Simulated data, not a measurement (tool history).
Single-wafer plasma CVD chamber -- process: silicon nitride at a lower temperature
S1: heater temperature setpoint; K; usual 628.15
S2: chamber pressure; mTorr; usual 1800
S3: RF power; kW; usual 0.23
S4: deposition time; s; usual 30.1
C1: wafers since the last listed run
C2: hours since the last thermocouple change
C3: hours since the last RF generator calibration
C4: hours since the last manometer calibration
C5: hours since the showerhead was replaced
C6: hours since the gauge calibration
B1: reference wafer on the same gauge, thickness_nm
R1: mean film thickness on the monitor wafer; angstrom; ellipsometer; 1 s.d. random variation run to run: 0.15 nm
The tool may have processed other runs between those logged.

run	hour	S1	S2	S3	S4	C1	C2	C3	C4	C5	C6	B1	R1
1	0	634.15	1800	0.23	30.1	0	1555	1669.7	2308.2	88.6	1393.6	26.924	322.99
2	52.4	634.15	1800	0.23	30.1	1542	1607.4	1722.1	2360.6	141	1446	26.888	323.45
3	105	628.15	1800	0.26	30.1	1548	1660	1774.7	2413.2	193.6	1498.6	26.905	353.58
4	132.3	628.15	1800	0.26	30.1	803	1687.3	1802	2440.5	220.9	1525.9	26.907	354.93
5	166.7	628.15	1800	0.23	30.1	1012	1721.7	1836.4	2474.9	255.3	1560.3	26.9	326.25
6	200	628.15	1800	0.23	30.1	980	1755	1869.7	2508.2	288.6	1593.6	26.905	327.37
7	249.9	628.15	1600	0.23	24.1	1469	1804.9	1919.6	2558.1	338.5	1643.5	26.897	249.61
8	286.5	617.15	1470	0.205	30.1	1077	1841.5	1956.2	2594.7	375.1	1680.1	26.909	277.05
# hour 313.7: capacitance manometer re-zeroed and calibrated
9	333.5	628.15	1800	0.23	30.1	1148	1888.5	2003.2	19.8	422.1	1727.1	26.884	324.63
10	379.4	628.15	1800	0.2	35.9	1351	1934.4	2049.1	65.7	468	1773	26.887	344.7
11	421.6	628.15	1800	0.23	34.9	1242	1976.6	2091.3	107.9	510.2	1815.2	26.886	375.36
12	490.4	628.15	1800	0.23	30.1	2025	2045.4	2160.1	176.7	579	1884	26.896	323.69
# hour 573.8: thermocouple changed; heater temperature recalibrated
13	699.1	628.15	1800	0.23	30.1	5908	125.3	2368.8	385.4	787.7	2092.7	26.896	322.93
14	736.5	628.15	1800	0.205	24.9	1101	162.7	2406.2	422.8	825.1	2130.1	26.907	246.54
# hour 755.3: gauge calibrated
15	774.2	628.15	1960	0.24	30.1	1109	200.4	2443.9	460.5	862.8	18.9	26.907	345.72
16	845.6	628.15	1980	0.25	36	2101	271.8	2515.3	531.9	934.2	90.3	26.907	426.46
17	900.1	628.15	1590	0.23	25.6	1604	326.3	2569.8	586.4	988.7	144.8	26.9	265.94
# hour 930.4: RF generator calibrated
18	956.6	628.15	1800	0.23	30.1	1427	382.8	26.2	642.9	1045.2	201.3	26.86	324.54
19	984.6	634.15	2200	0.215	32.9	824	410.8	54.2	670.9	1073.2	229.3	26.922	358.08
20	1019.3	628.15	1800	0.23	30.1	1021	445.5	88.9	705.6	1107.9	264	26.909	321.13
21	1049.8	628.15	1510	0.23	28.5	897	476	119.4	736.1	1138.4	294.5	26.882	290.26
22	1083.7	638.15	1460	0.23	28.2	998	509.9	153.3	770	1172.3	328.4	26.888	278.48
23	1141.2	623.15	1630	0.23	28.4	1692	567.4	210.8	827.5	1229.8	385.9	26.924	296.18
24	1167	633.15	1800	0.23	30.1	759	593.2	236.6	853.3	1255.6	411.7	26.906	322.6
25	1349.1	637.15	1800	0.26	34.9	5360	775.3	418.7	1035.4	1437.7	593.8	26.916	411.24
26	1403.1	628.15	1800	0.23	30.1	1589	829.3	472.7	1089.4	1491.7	647.8	26.896	327.37
27	1436.6	628.15	1800	0.23	30.1	986	862.8	506.2	1122.9	1525.2	681.3	26.907	322.54

For run 28, what comes out?
28	1484.8	628.15	1800	0.23	30.1	1418	911	554.4	1171.1	1573.4	729.5	?	?

{"run 28": {"B1": 26.89, "R1": 322.57}}
If the tool had no hidden condition, the same run with the same run-to-run variation would have returned R1 322.57 angstrom.

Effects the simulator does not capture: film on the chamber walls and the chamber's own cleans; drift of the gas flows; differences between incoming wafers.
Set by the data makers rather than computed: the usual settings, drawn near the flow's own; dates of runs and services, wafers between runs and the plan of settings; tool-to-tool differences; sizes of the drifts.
